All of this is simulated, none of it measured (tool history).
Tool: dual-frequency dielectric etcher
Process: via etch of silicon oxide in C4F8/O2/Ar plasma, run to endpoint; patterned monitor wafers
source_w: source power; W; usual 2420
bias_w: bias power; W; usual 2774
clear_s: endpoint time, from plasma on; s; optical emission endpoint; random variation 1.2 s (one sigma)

run     day  source_w  bias_w  wafers since the last listed run  hours since the last wet clean  hours since the last source power generator calibration  hours since the last bias power generator calibration  hours since the last upper electrode change  incoming incoming film thickness, nm  clear_s
  1       0      2420    2774                                 0                            90.1                                                   2828.6                                                 2158.8                                       5150.5                                1012.6    173.9
  2   0.746      2420    2774                               127                             108                                                   2846.5                                                 2176.7                                       5168.4                                1023.3    175.5
  3   1.308      2420    2774                                96                           121.5                                                     2860                                                 2190.2                                       5181.9                                1018.8    172.4
  4   1.879      2590    2774                                97                           135.2                                                   2873.7                                                 2203.9                                       5195.6                                1010.2    167.4
  5   2.588      2740    2774                               120                           152.2                                                   2890.7                                                 2220.9                                       5212.6                                1011.6    162.3
  6   3.079      2740    2774                                83                             164                                                   2902.5                                                 2232.7                                       5224.4                                1019.2    162.8
  7   3.746      2130    2774                               113                             180                                                   2918.5                                                 2248.7                                       5240.4                                1030.1    187.1
      3.983  -- bias power generator calibrated
  8   4.308      2130    2774                                67                           193.5                                                     2932                                                    7.8                                       5253.9                                1020.6    184.9
  9    4.95      2420    3306                               109                           208.9                                                   2947.4                                                   23.2                                       5269.3                                1009.6    161.2
 10   5.562      2420    3306                               104                           223.6                                                   2962.1                                                   37.9                                         5284                                1008.3    159.8
 11     5.9      2420    2774                                57                           231.7                                                   2970.2                                                     46                                       5292.1                                1019.5    172.4
 12   6.162      2420    2774                                44                             238                                                   2976.5                                                   52.3                                       5298.4                                1026.4    174.4
 13   6.908      1830    2215                               127                           255.9                                                   2994.4                                                   70.2                                       5316.3                                1019.5    214.1
 14   7.433      1960    2774                                89                           268.5                                                     3007                                                   82.8                                       5328.9                                1013.2    186.7
 15   7.708      2690    2287                                46                           275.1                                                   3013.6                                                   89.4                                       5335.5                                1020.7    172.3
      8.062  -- source power generator calibrated
 16   8.083      2040    2366                                35                           284.1                                                      0.5                                                   98.4                                       5344.5                                1021.7    198.4
 17   8.625      2420    3207                                92                           297.1                                                     13.5                                                  111.4                                       5357.5                                1017.4    162.4
 18   9.175      2720    2556                                93                           310.3                                                     26.7                                                  124.6                                       5370.7                                1015.9    164.8
     10.388  -- wet clean of the chamber
 19  10.408      2420    2774                                39                             0.5                                                     56.3                                                  154.2                                       5400.3                                1022.9    178.7
 20  10.425      2420    2552                                 2                             0.9                                                     56.7                                                  154.6                                       5400.7                                1010.6    180.6
 21  10.442      2420    2774                                 2                             1.3                                                     57.1                                                    155                                       5401.1                                1015.3    180.2
 22    10.7      1950    2286                                44                             7.5                                                     63.3                                                  161.2                                       5407.3                                  1016    211.1
     11.821  -- upper electrode replaced
 23  11.842      2610    3447                                24                            34.9                                                     90.7                                                  188.6                                          0.5                                1011.2    156.8
 24  11.858      2070    3148                                 2                            35.3                                                     91.1                                                    189                                          0.9                                1020.2    182.5
 25  12.371      1960    3129                                87                            47.6                                                    103.4                                                  201.3                                         13.2                                  1010    183.7
 26    13.7      2420    3319                               227                            79.5                                                    135.3                                                  233.2                                         45.1                                1019.7    166.8
 27  14.217      1970    2367                                88                            91.9                                                    147.7                                                  245.6                                         57.5                                1007.3    201.2
 28  14.762      3010    2492                                93                             105                                                    160.8                                                  258.7                                         70.6                                1004.2    163.3
 29  15.388      2130    2131                               106                             120                                                    175.8                                                  273.7                                         85.6                                1008.8    202.9
 30  15.788      2600    3165                                68                           129.6                                                    185.4                                                  283.3                                         95.2                                1017.8    161.4
 31  16.442      2650    2118                               111                           145.3                                                    201.1                                                    299                                        110.9                                1016.7    183.7
 32  17.038      2140    2405                               101                           159.6                                                    215.4                                                  313.3                                        125.2                                1025.9      194
 33  17.438      2080    2774                                68                           169.2                                                      225                                                  322.9                                        134.8                                1019.9    189.6
 34  18.054      2420    2774                               105                             184                                                    239.8                                                  337.7                                        149.6                                1026.3    173.4

5 ways to go on from here, each from the tool as it stands after run 34. What would each give?
  A  18.075      2420    2590                                 3                           184.5                                                    240.3                                                  338.2                                        150.1                                  1016        ?
  B  18.075      2620    2320                                 3                           184.5                                                    240.3                                                  338.2                                        150.1                                  1016        ?
  C  18.075      2080    2092                                 3                           184.5                                                    240.3                                                  338.2                                        150.1                                  1016        ?
  D  18.075      2740    3411                                 3                           184.5                                                    240.3                                                  338.2                                        150.1                                  1016        ?
  E  18.075      2130    2981                                 3                           184.5                                                    240.3                                                  338.2                                        150.1                                  1016        ?

run  clear_s
  A    177.5
  B    177.5
  C    206.4
  D    151.8
  E    179.8
Without the tool's hidden state the same runs would have given:
run  clear_s
  A    183.1
  B    183.1
  C    212.9
  D    156.6
  E    185.5

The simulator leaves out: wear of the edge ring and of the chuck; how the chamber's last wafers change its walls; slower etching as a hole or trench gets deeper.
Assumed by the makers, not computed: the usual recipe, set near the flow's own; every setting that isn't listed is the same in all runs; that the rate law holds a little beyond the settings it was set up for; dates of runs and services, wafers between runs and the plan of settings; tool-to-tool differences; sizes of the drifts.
